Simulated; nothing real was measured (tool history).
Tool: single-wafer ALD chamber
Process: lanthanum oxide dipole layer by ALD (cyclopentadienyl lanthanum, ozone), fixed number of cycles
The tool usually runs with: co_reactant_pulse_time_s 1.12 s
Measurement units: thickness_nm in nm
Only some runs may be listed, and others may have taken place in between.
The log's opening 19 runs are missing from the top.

run	day	co_reactant_pulse_time_s	read-back reference wafer on the same gauge, thickness_nm	thickness_nm
20	56.354	1.41	0.471	0.529
# day 58.075: showerhead replaced
21	58.400	1.55	0.471	0.540
22	60.804	0.68	0.471	0.416
23	64.200	1.12	0.471	0.500
24	67.038	1.12	0.471	0.497
25	71.029	1.26	0.471	0.511
26	73.546	0.70	0.471	0.412
27	75.817	1.54	0.471	0.533
28	77.825	1.47	0.471	0.528
29	80.183	0.80	0.471	0.431
30	82.308	1.12	0.471	0.489
31	85.362	1.12	0.471	0.489
32	87.846	1.57	0.471	0.527
# day 90.617: ozone generator serviced
33	93.054	1.45	0.471	0.535
34	96.021	1.12	0.471	0.505
35	99.842	1.37	0.471	0.528

3 options for the next run, each taken on its own from the tool as it stands now. Forecast them:
A	99.858	1.12	?	?
B	99.858	1.51	?	?
C	99.858	0.99	?	?

run	read-back reference wafer on the same gauge, thickness_nm	thickness_nm
A	0.471	0.500
B	0.471	0.532
C	0.471	0.483
Without the tool's hidden state the same runs would have given:
run	thickness_nm
A	0.501
B	0.533
C	0.484

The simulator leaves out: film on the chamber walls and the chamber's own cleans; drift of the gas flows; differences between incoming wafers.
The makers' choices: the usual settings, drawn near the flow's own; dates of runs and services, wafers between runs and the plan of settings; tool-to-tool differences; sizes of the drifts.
